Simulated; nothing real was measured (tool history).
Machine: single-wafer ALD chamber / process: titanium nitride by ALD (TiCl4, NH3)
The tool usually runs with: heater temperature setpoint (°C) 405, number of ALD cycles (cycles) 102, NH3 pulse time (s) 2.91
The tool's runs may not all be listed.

| run | hour | heater temperature setpoint (°C) | number of ALD cycles (cycles) | NH3 pulse time (s) | read-back reference wafer on the same gauge, thickness_nm | mean film thickness on the monitor wafer (angstrom) |
|---|---|---|---|---|---|---|
| 1 | 0 | 405 | 102 | 2.91 | 2.46 | 21.82 |
| 2 | 97.7 | 405 | 102 | 2.91 | 2.467 | 21.89 |
| 3 | 160.7 | 405 | 102 | 2.91 | 2.466 | 22.08 |
| 4 | 253.3 | 405 | 102 | 2.91 | 2.47 | 21.94 |
| 5 | 324.8 | 405 | 102 | 2.91 | 2.475 | 21.84 |
| 6 | 430.8 | 405 | 102 | 2.91 | 2.482 | 22.17 |
| 7 | 496.1 | 405 | 102 | 2.91 | 2.479 | 22.03 |
| 8 | 541.2 | 405 | 102 | 2.91 | 2.483 | 22.06 |
| 9 | 627.5 | 405 | 102 | 2.91 | 2.485 | 22.09 |
|  | 658.9 | showerhead replaced |
| 10 | 688.5 | 415 | 102 | 2.91 | 2.489 | 22.17 |
| 11 | 749.2 | 415 | 102 | 2.91 | 2.492 | 22.16 |
| 12 | 792.6 | 405 | 118 | 2.91 | 2.493 | 25.64 |
| 13 | 848.1 | 405 | 118 | 2.91 | 2.495 | 25.54 |
| 14 | 918.3 | 405 | 118 | 2.91 | 2.496 | 25.79 |
| 15 | 986.4 | 397 | 102 | 2.91 | 2.503 | 22.2 |
| 16 | 1043.1 | 394 | 102 | 3.7 | 2.502 | 22.25 |
| 17 | 1131.8 | 405 | 86 | 2.91 | 2.506 | 18.75 |
| 18 | 1191.6 | 410 | 82 | 2.91 | 2.506 | 17.88 |
| 19 | 1268.8 | 415 | 88 | 4 | 2.512 | 19.5 |
| 20 | 1330.5 | 400 | 102 | 2.91 | 2.514 | 22.4 |
| 21 | 1390.5 | 405 | 90 | 2.12 | 2.517 | 19.56 |
| 22 | 1456.2 | 405 | 102 | 2.91 | 2.52 | 22.39 |
|  | 1476.1 | gauge calibrated |
|  | 1546.2 | thermocouple changed; heater temperature recalibrated |
| 23 | 1563.7 | 405 | 102 | 2.91 | 2.458 | 21.88 |
| 24 | 1665.7 | 416 | 92 | 4.07 | 2.463 | 19.96 |
| 25 | 1733.8 | 420 | 102 | 3.49 | 2.464 | 21.96 |
| 26 | 1801.6 | 405 | 102 | 2.91 | 2.467 | 22.04 |
| 27 | 1853.4 | 394 | 102 | 3.96 | 2.471 | 22.06 |
| 28 | 1904.4 | 419 | 102 | 2.91 | 2.47 | 21.89 |
| 29 | 1975.1 | 405 | 102 | 2.91 | 2.471 | 21.93 |
| 30 | 2077.2 | 405 | 102 | 3.52 | 2.477 | 22.2 |

5 ways to go on from here, each from the tool as it stands after run 30. What would each give?
| A | 2077.9 | 405 | 102 | 2.91 | ? | ? |
| B | 2077.9 | 394 | 96 | 3.5 | ? | ? |
| C | 2077.9 | 405 | 113 | 2.91 | ? | ? |
| D | 2077.9 | 397 | 114 | 2.18 | ? | ? |
| E | 2077.9 | 393 | 102 | 2.91 | ? | ? |

| run | read-back reference wafer on the same gauge, thickness_nm | mean film thickness on the monitor wafer (angstrom) |
|---|---|---|
| A | 2.478 | 21.99 |
| B | 2.478 | 20.69 |
| C | 2.478 | 24.36 |
| D | 2.478 | 24.3 |
| E | 2.478 | 21.85 |
With no hidden state in the tool, these same runs would have given:
| run | mean film thickness on the monitor wafer (angstrom) |
|---|---|
| A | 21.74 |
| B | 20.45 |
| C | 24.09 |
| D | 24.03 |
| E | 21.61 |

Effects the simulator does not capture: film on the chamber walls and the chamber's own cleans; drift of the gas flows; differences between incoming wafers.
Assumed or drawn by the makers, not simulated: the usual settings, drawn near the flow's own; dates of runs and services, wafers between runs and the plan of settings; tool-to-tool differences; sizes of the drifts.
